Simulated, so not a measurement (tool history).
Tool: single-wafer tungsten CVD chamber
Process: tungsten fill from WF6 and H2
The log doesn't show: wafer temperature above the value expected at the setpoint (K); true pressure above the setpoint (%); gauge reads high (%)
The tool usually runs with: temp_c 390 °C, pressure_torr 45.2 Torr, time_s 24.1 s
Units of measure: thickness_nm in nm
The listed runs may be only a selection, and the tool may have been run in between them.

run    day  temp_c  pressure_torr  time_s  wafers since the last listed run  hours since the last thermocouple change  hours since the last manometer calibration  hours since the showerhead was replaced  hours since the gauge calibration  read-back reference wafer on the same gauge, thickness_nm  thickness_nm
  1      0     390           45.2    24.1                                 0                                    2049.7                                      1673.8                                   6961.7                               68.1                                                      56.31        76.893
  2  0.604     390           45.2    24.1                               418                                    2064.2                                      1688.3                                   6976.2                               82.6                                                     56.363        76.538
  3  0.971     390           45.2    24.1                               254                                      2073                                      1697.1                                     6985                               91.4                                                     56.287        76.664
  4  1.433     390           45.2    24.1                               320                                    2084.1                                      1708.2                                   6996.1                              102.5                                                     56.296        76.796
  5  1.883     390           45.2    24.1                               311                                    2094.9                                        1719                                   7006.9                              113.3                                                     56.285        76.545
  6  2.492     390           45.2    26.5                               421                                    2109.5                                      1733.6                                   7021.5                              127.9                                                     56.322        84.483
     3.062  -- capacitance manometer re-zeroed and calibrated
  7  3.179     390           45.2    26.5                               245                                      2126                                         2.8                                     7038                              144.4                                                     56.264        84.644
     3.192  -- gauge calibrated
     4.121  -- showerhead replaced
  8  4.142     390           45.2    20.7                               435                                    2149.1                                        25.9                                      0.5                               22.8                                                     56.314        66.116
     4.496  -- thermocouple changed; heater temperature recalibrated
  9  4.517     390           45.2    19.4                                28                                       0.5                                        34.9                                      9.5                               31.8                                                      56.31         56.38
 10  4.771     397           38.5    27.3                               176                                       6.6                                          41                                     15.6                               37.9                                                     56.327        86.826
 11   5.45     386           34.1    24.1                               470                                      22.9                                        57.3                                     31.9                               54.2                                                     56.306         57.95
 12  5.754     390           45.2    24.1                               210                                      30.2                                        64.6                                     39.2                               61.5                                                     56.315        70.689
 13  6.258     390           45.2    20.5                               349                                      42.3                                        76.7                                     51.3                               73.6                                                     56.267        60.058
 14  6.742     399           39.3    24.1                               334                                      53.9                                        88.3                                     62.9                               85.2                                                     56.271        81.415
 15  7.004     376           55.4    24.1                               181                                      60.2                                        94.6                                     69.2                               91.5                                                     56.341        56.045

Below are 5 alternative next runs, each starting from the tool's condition after run 15. Predict each:
  A  7.021     390           45.2    24.1                                11                                      60.6                                          95                                     69.6                               91.9                                                          ?             ?
  B  7.021     405           51.8      22                                11                                      60.6                                          95                                     69.6                               91.9                                                          ?             ?
  C  7.021     390           55.1    25.9                                11                                      60.6                                          95                                     69.6                               91.9                                                          ?             ?
  D  7.021     378           53.5    19.9                                11                                      60.6                                          95                                     69.6                               91.9                                                          ?             ?
  E  7.021     402           51.2    27.6                                11                                      60.6                                          95                                     69.6                               91.9                                                          ?             ?

run  read-back reference wafer on the same gauge, thickness_nm  thickness_nm
  A                                                     56.279        70.706
  B                                                     56.279        92.781
  C                                                     56.279        82.055
  D                                                     56.279        47.492
  E                                                     56.279        109.25
What these runs would have given with no unlogged condition in the tool:
run  thickness_nm
  A        68.093
  B        89.635
  C        79.023
  D        45.598
  E       105.509
